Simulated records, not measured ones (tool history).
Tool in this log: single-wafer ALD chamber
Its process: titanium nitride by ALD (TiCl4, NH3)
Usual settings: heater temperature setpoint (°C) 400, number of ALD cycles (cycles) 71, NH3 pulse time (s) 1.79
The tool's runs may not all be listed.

| run | hour | heater temperature setpoint (°C) | number of ALD cycles (cycles) | NH3 pulse time (s) | wafers since the last listed run | hours since the last thermocouple change | hours since the showerhead was replaced | hours since the gauge calibration | read-back reference wafer on the same gauge, thickness_nm | mean film thickness on the monitor wafer (Å) |
|---|---|---|---|---|---|---|---|---|---|---|
| 1 | 0.0 | 403 | 82 | 1.79 | 0 | 1555.4 | 6596.5 | 181.5 | 1.708 | 19.57 |
| 2 | 7.5 | 400 | 71 | 1.79 | 28 | 1562.9 | 6604.0 | 189.0 | 1.708 | 16.94 |
| 3 | 17.9 | 400 | 71 | 1.79 | 39 | 1573.3 | 6614.4 | 199.4 | 1.706 | 16.90 |
| 4 | 31.1 | 400 | 71 | 1.79 | 49 | 1586.5 | 6627.6 | 212.6 | 1.705 | 16.88 |
| 5 | 37.2 | 412 | 71 | 1.63 | 22 | 1592.6 | 6633.7 | 218.7 | 1.706 | 16.89 |
| 6 | 46.1 | 394 | 71 | 1.98 | 33 | 1601.5 | 6642.6 | 227.6 | 1.707 | 16.87 |
| 7 | 58.2 | 394 | 71 | 1.98 | 45 | 1613.6 | 6654.7 | 239.7 | 1.705 | 16.92 |
| 8 | 65.2 | 400 | 71 | 1.79 | 26 | 1620.6 | 6661.7 | 246.7 | 1.705 | 16.89 |
| 9 | 82.6 | 400 | 71 | 1.79 | 65 | 1638.0 | 6679.1 | 264.1 | 1.707 | 16.92 |
| 10 | 95.3 | 400 | 71 | 1.79 | 47 | 1650.7 | 6691.8 | 276.8 | 1.706 | 16.92 |
| 11 | 101.9 | 400 | 71 | 1.79 | 24 | 1657.3 | 6698.4 | 283.4 | 1.706 | 16.87 |
| 12 | 108.6 | 400 | 71 | 1.79 | 25 | 1664.0 | 6705.1 | 290.1 | 1.706 | 16.93 |
|  | 114.6 | gauge calibrated |
| 13 | 123.7 | 400 | 71 | 1.79 | 56 | 1679.1 | 6720.2 | 9.1 | 1.730 | 17.19 |
| 14 | 134.1 | 400 | 71 | 1.51 | 39 | 1689.5 | 6730.6 | 19.5 | 1.728 | 16.98 |
| 15 | 144.6 | 400 | 71 | 1.79 | 39 | 1700.0 | 6741.1 | 30.0 | 1.726 | 17.13 |
| 16 | 153.6 | 400 | 71 | 1.79 | 33 | 1709.0 | 6750.1 | 39.0 | 1.723 | 17.08 |
| 17 | 169.7 | 389 | 84 | 2.29 | 60 | 1725.1 | 6766.2 | 55.1 | 1.722 | 20.26 |
|  | 189.6 | showerhead replaced |
| 18 | 190.1 | 400 | 71 | 1.79 | 46 | 1745.5 | 0.5 | 75.5 | 1.719 | 16.96 |
| 19 | 201.4 | 414 | 71 | 1.37 | 42 | 1756.8 | 11.8 | 86.8 | 1.717 | 16.93 |
| 20 | 210.5 | 406 | 66 | 1.47 | 34 | 1765.9 | 20.9 | 95.9 | 1.718 | 15.74 |
|  | 229.7 | thermocouple changed; heater temperature recalibrated |
| 21 | 230.2 | 400 | 71 | 2.34 | 43 | 0.5 | 40.6 | 115.6 | 1.715 | 17.23 |
| 22 | 243.0 | 400 | 71 | 2.16 | 48 | 13.3 | 53.4 | 128.4 | 1.716 | 17.25 |
| 23 | 253.4 | 410 | 65 | 2.10 | 39 | 23.7 | 63.8 | 138.8 | 1.715 | 15.75 |
| 24 | 265.4 | 396 | 66 | 2.36 | 45 | 35.7 | 75.8 | 150.8 | 1.714 | 15.94 |
| 25 | 277.5 | 400 | 71 | 1.79 | 45 | 47.8 | 87.9 | 162.9 | 1.713 | 17.02 |
| 26 | 294.1 | 404 | 71 | 2.35 | 62 | 64.4 | 104.5 | 179.5 | 1.712 | 17.18 |
| 27 | 309.4 | 400 | 71 | 1.79 | 57 | 79.7 | 119.8 | 194.8 | 1.713 | 17.00 |
| 28 | 320.0 | 400 | 84 | 1.79 | 39 | 90.3 | 130.4 | 205.4 | 1.713 | 20.09 |
| 29 | 335.6 | 414 | 59 | 1.40 | 58 | 105.9 | 146.0 | 221.0 | 1.712 | 14.00 |
| 30 | 343.8 | 404 | 71 | 2.09 | 30 | 114.1 | 154.2 | 229.2 | 1.710 | 17.05 |

Predict each of these 3 candidate next runs independently; none follows another, all start after run 30:
| A | 344.4 | 400 | 79 | 1.79 | 2 | 114.7 | 154.8 | 229.8 | ? | ? |
| B | 344.4 | 394 | 71 | 1.20 | 2 | 114.7 | 154.8 | 229.8 | ? | ? |
| C | 344.4 | 406 | 75 | 1.18 | 2 | 114.7 | 154.8 | 229.8 | ? | ? |

| run | read-back reference wafer on the same gauge, thickness_nm | mean film thickness on the monitor wafer (Å) |
|---|---|---|
| A | 1.709 | 18.90 |
| B | 1.709 | 16.35 |
| C | 1.709 | 17.53 |
What these runs would have given with no unlogged condition in the tool:
| run | mean film thickness on the monitor wafer (Å) |
|---|---|
| A | 19.11 |
| B | 16.53 |
| C | 17.72 |
